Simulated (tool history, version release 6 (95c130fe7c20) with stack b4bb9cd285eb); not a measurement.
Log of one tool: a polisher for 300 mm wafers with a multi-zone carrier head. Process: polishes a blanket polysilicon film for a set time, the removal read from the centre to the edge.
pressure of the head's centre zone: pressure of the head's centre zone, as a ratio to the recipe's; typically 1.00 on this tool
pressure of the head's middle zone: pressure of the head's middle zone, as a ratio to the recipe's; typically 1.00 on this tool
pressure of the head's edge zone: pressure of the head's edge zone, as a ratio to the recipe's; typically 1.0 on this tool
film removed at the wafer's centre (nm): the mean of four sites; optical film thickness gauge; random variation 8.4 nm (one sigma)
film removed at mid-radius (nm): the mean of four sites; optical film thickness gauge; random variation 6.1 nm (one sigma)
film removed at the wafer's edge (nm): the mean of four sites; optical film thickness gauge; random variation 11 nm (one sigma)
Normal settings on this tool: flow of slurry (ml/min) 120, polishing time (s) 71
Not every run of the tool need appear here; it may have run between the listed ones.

run	hour	flow of slurry (ml/min)	pressure of the head's centre zone	pressure of the head's middle zone	pressure of the head's edge zone	polishing time (s)	wafers since the last listed run	wafers polished on this pad	hours since the slurry nozzle was cleaned	hours since the centre zone pressure was calibrated	hours since the edge zone pressure was calibrated	hours since the carrier head's membrane was replaced	incoming thickness of the incoming film, nm	film removed at the wafer's centre (nm)	film removed at mid-radius (nm)	film removed at the wafer's edge (nm)
1	0.0	120	1.00	1.00	1.0	71	0	663	104.2	571.1	201.9	648.9	1829.9	615.5	615.2	654.0
2	28.5	120	1.00	1.00	1.0	71	222	885	132.7	599.6	230.4	677.4	1809.9	600.3	592.2	644.9
# hour 53.1: worn pad replaced by a new one
3	56.6	120	1.00	1.00	1.0	71	188	27	160.8	627.7	258.5	705.5	1842.0	659.1	651.3	677.9
4	82.5	120	1.00	1.00	1.0	71	202	229	186.7	653.6	284.4	731.4	1841.8	620.3	614.5	653.6
5	175.0	120	1.00	1.00	1.0	71	722	951	279.2	746.1	376.9	823.9	1828.9	573.3	569.8	606.2
# hour 193.4: worn pad replaced by a new one
6	193.9	120	1.00	1.00	1.0	71	116	4	298.1	765.0	395.8	842.8	1822.9	648.1	643.1	685.1
7	217.6	120	1.00	0.92	1.0	71	185	189	321.8	788.7	419.5	866.5	1857.4	611.9	566.2	652.9
# hour 235.4: centre zone pressure recalibrated
8	246.5	120	1.00	0.92	1.0	71	210	399	350.7	11.1	448.4	895.4	1864.9	585.3	549.2	640.4
9	268.7	120	1.00	1.00	1.0	71	173	572	372.9	33.3	470.6	917.6	1853.4	576.4	574.7	625.3
10	298.2	120	1.00	1.00	1.0	71	230	803	402.4	62.8	500.1	947.1	1814.9	569.6	576.4	601.7
11	312.1	120	1.00	1.00	1.0	71	108	911	416.3	76.7	514.0	961.0	1832.4	567.2	568.4	626.9
12	330.4	120	1.00	1.04	0.9	71	142	1054	434.6	95.0	532.3	979.3	1832.6	577.4	583.8	585.5
# hour 339.3: worn pad replaced by a new one
13	364.4	105	1.00	1.00	1.0	71	234	196	468.6	129.0	566.3	1013.3	1835.3	580.6	579.0	641.1
14	388.1	120	0.91	1.00	1.0	71	185	381	492.3	152.7	590.0	1037.0	1836.3	543.8	593.5	628.5
# hour 389.5: slurry nozzle cleaned
# hour 421.3: carrier head's membrane replaced by a new one
15	421.8	120	1.00	1.00	1.0	71	216	597	32.3	186.4	623.7	0.5	1835.5	656.3	634.3	660.6
16	438.2	130	1.09	1.00	1.0	71	128	726	48.7	202.8	640.1	16.9	1816.3	695.3	631.4	673.2
# hour 451.2: worn pad replaced by a new one
17	452.9	120	1.00	1.00	1.0	71	83	13	63.4	217.5	654.8	31.6	1818.6	698.4	677.2	745.2
# hour 457.2: edge zone pressure recalibrated
18	482.8	120	1.00	1.00	1.0	60	217	231	93.3	247.4	25.6	61.5	1835.6	546.6	547.8	574.2

The next listed run, before its measurement:
19	507.3	120	1.00	0.90	1.0	71	191	422	117.8	271.9	50.1	86.0	1844.4	?	?	?

Run 19 gave film removed at the wafer's centre (nm) 636.9, film removed at mid-radius (nm) 565.3, film removed at the wafer's edge (nm) 662.2.
Minus the tool's unlogged condition, the same run would have read film removed at the wafer's centre (nm) 734.0, film removed at mid-radius (nm) 648.0, film removed at the wafer's edge (nm) 750.1.
